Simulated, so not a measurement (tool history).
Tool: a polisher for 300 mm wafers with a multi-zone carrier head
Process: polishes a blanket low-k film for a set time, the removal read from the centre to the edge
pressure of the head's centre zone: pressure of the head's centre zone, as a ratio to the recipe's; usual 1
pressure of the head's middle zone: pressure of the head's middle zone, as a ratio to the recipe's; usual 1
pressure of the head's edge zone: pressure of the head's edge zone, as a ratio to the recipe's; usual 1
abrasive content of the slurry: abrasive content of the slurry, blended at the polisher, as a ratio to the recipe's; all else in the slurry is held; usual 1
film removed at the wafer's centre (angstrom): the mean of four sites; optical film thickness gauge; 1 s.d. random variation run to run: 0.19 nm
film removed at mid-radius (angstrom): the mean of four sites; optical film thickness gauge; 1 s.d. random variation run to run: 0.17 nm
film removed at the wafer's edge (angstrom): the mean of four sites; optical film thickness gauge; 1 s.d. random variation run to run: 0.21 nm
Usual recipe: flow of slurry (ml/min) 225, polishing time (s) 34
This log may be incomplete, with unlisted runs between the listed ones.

run,hour,flow of slurry (ml/min),pressure of the head's centre zone,pressure of the head's middle zone,pressure of the head's edge zone,abrasive content of the slurry,polishing time (s),"incoming thickness of the incoming film, nm",film removed at the wafer's centre (angstrom),film removed at mid-radius (angstrom),film removed at the wafer's edge (angstrom)
1,0,165,1,1,1,1,26,340.2,104,107,107
2,7.5,165,1,1,1,1,26,341.7,103,106,107
# hour 13.7: worn pad replaced by a new one
3,24.8,225,1,1.09,1,1,34,333.9,151,160,149
4,39,225,1,1.09,1,1,34,339.4,148,158,147
5,50.4,225,1,1.09,1,1,34,344.9,149,157,146
# hour 81.1: worn pad replaced by a new one
# hour 97.2: slurry nozzle cleaned
6,103,225,1,1,1,1,34,336.7,129,132,129
7,119.2,225,1,1,1,1,34,343.2,128,130,129
# hour 127.2: worn pad replaced by a new one, repeated, since the last time left the tool worse
8,128,225,1,1,1,1,34,344.9,157,154,155
9,134.7,175,1,1,1,1,34,342.2,146,148,146
10,145.8,225,1,1.1,1,0.8,34,343.1,124,131,122
11,159.7,225,1,1.07,1,1,34,337.3,145,156,146
12,168.3,245,1,1,1,1.25,34,340.2,170,168,169
# hour 175.2: carrier head's membrane replaced by a new one
13,180,225,1,1.08,1,1.25,34,338.5,168,172,164
14,189,225,1,1.09,0.9,1.2,39,339.4,189,201,179
# hour 193.6: worn pad replaced by a new one
15,204.5,225,1,1.09,1,1,34,333.8,152,162,150
# hour 207.3: edge zone pressure recalibrated
# hour 223: centre zone pressure recalibrated
16,227.2,225,0.96,1,0.92,1,34,342.7,143,149,143
17,236.2,225,1,1,1,1,34,335.5,146,146,147
18,243.8,300,1.03,1.04,1,1,34,341.8,156,154,151
# hour 263: worn pad replaced by a new one
19,263.5,225,1,1,1,1.15,34,342,168,169,170
20,275.1,225,1,1,1,1,34,339.7,152,150,152
21,288.5,170,1.08,0.91,1,1,38,340.7,170,149,159
22,304.7,225,0.9,1,1.04,1.2,34,341.7,148,161,161

Branching from run 22: 4 alternative next runs. What would each branch give?
A,305.1,225,1,1,1,1,34,343.6,?,?,?
B,305.1,265,1,1,1,1,45,343.6,?,?,?
C,305.1,285,1,1,1,1.25,34,343.6,?,?,?
D,305.1,225,1,0.89,1,1,34,343.6,?,?,?

run,film removed at the wafer's centre (angstrom),film removed at mid-radius (angstrom),film removed at the wafer's edge (angstrom)
A,147,146,146
B,199,197,196
C,173,171,170
D,147,135,146
Had the tool no hidden state, the same runs would have come out as:
run,film removed at the wafer's centre (angstrom),film removed at mid-radius (angstrom),film removed at the wafer's edge (angstrom)
A,157,156,156
B,213,211,210
C,185,183,182
D,157,145,156

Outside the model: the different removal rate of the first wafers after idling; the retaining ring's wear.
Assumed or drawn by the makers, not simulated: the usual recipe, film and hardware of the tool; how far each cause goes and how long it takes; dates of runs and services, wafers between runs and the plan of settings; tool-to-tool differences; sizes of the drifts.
